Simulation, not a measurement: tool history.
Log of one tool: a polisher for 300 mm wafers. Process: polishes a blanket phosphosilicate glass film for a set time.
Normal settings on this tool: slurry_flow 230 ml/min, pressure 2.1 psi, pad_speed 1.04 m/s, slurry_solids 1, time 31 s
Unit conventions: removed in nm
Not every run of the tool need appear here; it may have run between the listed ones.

run,hour,slurry_flow,pressure,pad_speed,slurry_solids,time,wafers since the last listed run,wafers polished on this pad,hours since the slurry nozzle was cleaned,hours since the head pressure was calibrated,hours since the slurry blender was calibrated,hours since the conditioning disc was replaced,"incoming thickness of the incoming film, nm",removed
1,0,230,2.1,1.04,1,31,0,491,290.9,903.6,73.7,356.9,1835.9,155.3
2,31.5,230,2.1,1.04,1,31,521,1012,322.4,935.1,105.2,388.4,1834.8,155.6
3,57.7,230,2.1,1.04,1,31,433,1446,348.6,961.3,131.4,414.6,1865.1,153.4
4,92.7,230,2.1,1.04,1,31,579,2025,383.6,996.3,166.4,449.6,1853.5,152
# hour 113: slurry blender recalibrated
# hour 119.3: worn pad replaced by a new one
5,192,230,2.1,0.76,0.75,31,1544,1203,482.9,1095.6,79,548.9,1857.3,97.8
6,220.9,230,2.1,0.76,0.75,31,478,1682,511.8,1124.5,107.9,577.8,1858.4,95.9
7,250.3,230,2.1,0.76,0.75,31,486,2168,541.2,1153.9,137.3,607.2,1902.2,96.6
# hour 254.4: worn pad replaced by a new one
8,265.4,230,2.1,1.04,1,31,183,182,556.3,1169,152.4,622.3,1870.9,152.3
9,289.3,230,2.1,1.04,1,31,395,578,580.2,1192.9,176.3,646.2,1837.2,152.1
# hour 292.5: slurry blender recalibrated
# hour 295.4: conditioning disc replaced and pad reconditioned
10,312.2,230,2.1,1.04,1,31,312,890,603.1,1215.8,19.7,16.8,1874.9,152.8
11,344,230,2.1,1.04,1,31,526,1417,634.9,1247.6,51.5,48.6,1909.9,152.1
12,362,230,2.1,1.04,1,31,297,1715,652.9,1265.6,69.5,66.6,1858.3,151
# hour 379.3: slurry nozzle cleaned
13,381.7,230,2.1,1.04,1,31,309,2024,2.4,1285.3,89.2,86.3,1855.5,157.1
# hour 402.1: worn pad replaced by a new one
14,408.6,230,2.6,1.04,1.2,31,379,106,29.3,1312.2,116.1,113.2,1866.8,205.1
# hour 422.7: head pressure recalibrated
15,427.1,155,2.1,1.04,1.25,31,273,379,47.8,4.4,134.6,131.7,1850.7,164.8
# hour 473.7: slurry blender recalibrated
16,534.9,255,2.1,1.04,1,31,1751,2131,155.6,112.2,61.2,239.5,1857.7,156.1
# hour 542.9: worn pad replaced by a new one
17,548.8,230,1.9,1.04,1,28,163,98,169.5,126.1,75.1,253.4,1870.4,129.8
18,574.7,230,2.5,1.04,1.15,25,428,526,195.4,152,101,279.3,1836.9,156.2
19,595.1,230,2.1,0.86,0.75,31,337,864,215.8,172.4,121.4,299.7,1884.1,106.4
20,630.7,230,2.1,1.04,1,31,589,1453,251.4,208,157,335.3,1873.3,154.2
21,663.8,230,2.1,1.04,1,31,547,2001,284.5,241.1,190.1,368.4,1894.5,154.6
# hour 672: slurry blender recalibrated
22,684.9,230,2.1,1.04,1,31,316,2318,305.6,262.2,12.9,389.5,1868.8,153.9
# hour 699.4: worn pad replaced by a new one
23,705.6,230,2.1,1.04,1,37,276,102,326.3,282.9,33.6,410.2,1876.6,184.3
24,720.9,230,2.1,1.04,1.2,36,253,356,341.6,298.2,48.9,425.5,1879.3,199.8
25,743.1,230,2.1,1.04,1,31,367,723,363.8,320.4,71.1,447.7,1849.9,153.8
26,770.9,290,2.1,1.04,1,31,460,1183,391.6,348.2,98.9,475.5,1891.4,156.8

Below are 3 alternative next runs, each starting from the tool's condition after run 26. Predict each:
A,771.3,230,2.1,1.04,1,31,6,1190,392,348.6,99.3,475.9,1840.1,?
B,771.3,230,2.8,0.72,1,31,6,1190,392,348.6,99.3,475.9,1840.1,?
C,771.3,290,2.1,1.04,1,39,6,1190,392,348.6,99.3,475.9,1840.1,?

run,removed
A,153.9
B,143.2
C,199.5
What these runs would have given with no unlogged condition in the tool:
run,removed
A,156.5
B,145.5
C,202
